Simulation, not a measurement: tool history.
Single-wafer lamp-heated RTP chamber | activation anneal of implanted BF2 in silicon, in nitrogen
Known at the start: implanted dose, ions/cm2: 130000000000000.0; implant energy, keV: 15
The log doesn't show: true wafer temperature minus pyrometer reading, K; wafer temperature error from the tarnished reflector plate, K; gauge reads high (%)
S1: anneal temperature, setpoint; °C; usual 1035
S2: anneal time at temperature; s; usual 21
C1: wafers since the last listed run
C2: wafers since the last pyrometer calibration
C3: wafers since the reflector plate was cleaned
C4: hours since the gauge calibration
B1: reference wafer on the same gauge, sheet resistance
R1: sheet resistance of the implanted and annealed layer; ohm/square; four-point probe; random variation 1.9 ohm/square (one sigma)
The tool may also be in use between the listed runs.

run 1 hour=0 | S1=1035 S2=21 | C1=0 C2=493 C3=613 C4=227.2 | B1=840.31 | R1=805.69
run 2 hour=20.4 | S1=1035 S2=25 | C1=307 C2=801 C3=920 C4=247.6 | B1=840.42 | R1=801.51
run 3 hour=37.5 | S1=1035 S2=21 | C1=258 C2=1059 C3=1179 C4=264.7 | B1=841.21 | R1=806.46
run 4 hour=52.7 | S1=1035 S2=21 | C1=229 C2=1288 C3=1408 C4=279.9 | B1=841.79 | R1=807.92
-- hour=66.5 gauge calibrated
run 5 hour=83.1 | S1=1035 S2=21 | C1=458 C2=1747 C3=1867 C4=16.6 | B1=832.95 | R1=800.23
run 6 hour=131.4 | S1=1035 S2=21 | C1=728 C2=2476 C3=2596 C4=64.9 | B1=834.41 | R1=800.27
run 7 hour=146.7 | S1=1035 S2=21 | C1=230 C2=2707 C3=2827 C4=80.2 | B1=834.4 | R1=800.64
run 8 hour=177.9 | S1=1018 S2=21 | C1=470 C2=3178 C3=3297 C4=111.4 | B1=836.37 | R1=806.65
run 9 hour=202.6 | S1=1054 S2=26 | C1=372 C2=3550 C3=3670 C4=136.1 | B1=836.5 | R1=787.66
run 10 hour=216.3 | S1=1054 S2=26 | C1=206 C2=3757 C3=3877 C4=149.8 | B1=837.01 | R1=785.84
run 11 hour=238.8 | S1=1054 S2=26 | C1=339 C2=4097 C3=4217 C4=172.3 | B1=837.73 | R1=790.75
run 12 hour=265.6 | S1=1063 S2=15 | C1=404 C2=4501 C3=4621 C4=199.1 | B1=838.37 | R1=798.5

Run 13 comes next. What will it give?
-- hour=277.1 reflector plate cleaned
run 13 hour=282.2 | S1=1035 S2=21 | C1=129 C2=4631 C3=77 C4=215.7 | B1=? | R1=?

B1: 839.6
R1: 804.94 ohm/square
Without the tool's hidden state the same run would have given R1 797.98 ohm/square.

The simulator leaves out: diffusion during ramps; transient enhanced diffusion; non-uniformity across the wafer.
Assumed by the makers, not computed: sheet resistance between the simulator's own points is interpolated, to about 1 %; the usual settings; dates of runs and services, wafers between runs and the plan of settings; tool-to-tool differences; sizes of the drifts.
